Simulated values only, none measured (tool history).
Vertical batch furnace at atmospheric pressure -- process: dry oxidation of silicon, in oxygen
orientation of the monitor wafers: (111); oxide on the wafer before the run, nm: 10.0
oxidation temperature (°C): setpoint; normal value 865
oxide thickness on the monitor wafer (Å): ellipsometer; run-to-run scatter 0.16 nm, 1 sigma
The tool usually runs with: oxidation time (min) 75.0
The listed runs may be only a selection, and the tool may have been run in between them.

run	hour	oxidation temperature (°C)	oxidation time (min)	read-back reference wafer on the same gauge, thickness	oxide thickness on the monitor wafer (Å)
1	0.0	865	75.0	35.06	299.4
2	67.0	865	75.0	35.13	301.7
3	136.9	865	75.0	35.16	301.6
4	236.7	877	75.0	35.16	335.4
5	330.1	877	75.0	35.19	331.8
6	574.4	877	75.0	35.24	337.9
7	659.5	881	75.0	35.25	343.9
8	731.0	881	51.5	35.26	283.5
9	801.8	848	58.0	35.29	232.2
10	932.6	848	58.0	35.29	235.1
11	995.8	848	58.0	35.27	233.7
12	1058.7	865	75.0	35.33	302.5
13	1139.7	865	75.0	35.35	306.0
14	1179.6	865	75.0	35.33	304.4
# hour 1204.0: gauge calibrated
# hour 1269.0: boat lift adjusted
15	1272.0	865	75.0	34.52	296.6
16	1322.5	865	75.0	34.58	296.8
# hour 1376.3: thermocouples replaced and temperature profile calibrated
17	1408.3	879	61.5	34.66	299.7
18	1504.4	876	112.0	34.74	409.5
19	1588.7	865	75.0	34.77	299.5
20	1678.8	865	75.0	34.87	298.2
21	1743.7	872	56.0	34.90	271.2
22	1843.3	843	59.5	35.02	226.5
23	1887.2	844	41.5	35.00	195.7
24	1991.1	865	105.0	35.06	360.4
25	2221.4	865	75.0	35.21	302.7
26	2322.8	865	93.0	35.24	341.7
27	2362.1	847	51.0	35.24	218.9
28	2410.4	876	85.0	35.27	351.9
29	2478.1	876	38.5	35.29	236.3
30	2572.3	858	110.5	35.29	353.7
31	2645.7	865	75.0	35.31	302.8
32	2726.0	846	59.0	35.40	230.7

Expected results for the next run?
33	2778.3	857	75.0	?	?

Run 33 measured read-back reference wafer on the same gauge, thickness 35.34, oxide thickness on the monitor wafer (Å) 283.4.
Were there no unlogged condition in the tool, this run, its random variation unchanged, would have produced oxide thickness on the monitor wafer (Å) 274.8.

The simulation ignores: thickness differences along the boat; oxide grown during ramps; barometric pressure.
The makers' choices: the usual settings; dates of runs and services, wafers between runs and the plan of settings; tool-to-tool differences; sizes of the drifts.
